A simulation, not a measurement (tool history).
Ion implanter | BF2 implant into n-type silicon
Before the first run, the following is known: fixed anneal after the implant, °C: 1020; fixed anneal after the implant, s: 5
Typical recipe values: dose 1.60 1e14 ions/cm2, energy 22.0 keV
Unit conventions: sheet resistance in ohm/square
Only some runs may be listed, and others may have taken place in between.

run	hour	dose	energy	read-back reference wafer on the same gauge, sheet resistance	sheet resistance
1	0.0	1.60	22.0	596.76	642.28
# hour 7.7: gauge calibrated
2	11.5	1.60	22.0	596.29	639.29
3	43.6	1.60	22.0	596.38	643.58
4	59.1	1.60	22.0	595.75	638.90
5	68.4	1.60	28.0	596.07	622.44
6	81.9	1.60	28.0	596.34	622.74
# hour 90.2: Faraday cup replaced and dose calibrated
7	90.7	1.60	28.0	596.34	622.30
8	97.3	1.33	16.0	596.21	785.00
# hour 108.7: extraction supply calibrated
9	110.0	1.60	22.0	596.06	640.93
10	123.5	1.60	14.5	596.11	675.36
11	133.3	1.60	22.0	595.36	639.08
# hour 141.1: gauge calibrated
12	148.1	1.85	18.5	596.44	580.42
13	154.9	1.88	27.0	595.80	547.80
14	178.7	1.60	22.0	595.60	642.20
15	222.1	1.60	24.0	596.17	635.57

Predict each of these 3 candidate next runs independently; none follows another, all start after run 15:
A	222.5	1.85	22.0	?	?
B	222.5	1.39	14.5	?	?
C	222.5	1.16	29.0	?	?

run	read-back reference wafer on the same gauge, sheet resistance	sheet resistance
A	596.17	564.75
B	596.17	765.65
C	596.17	799.70
With no hidden state in the tool, these same runs would have given:
run	sheet resistance
A	564.75
B	765.65
C	799.70
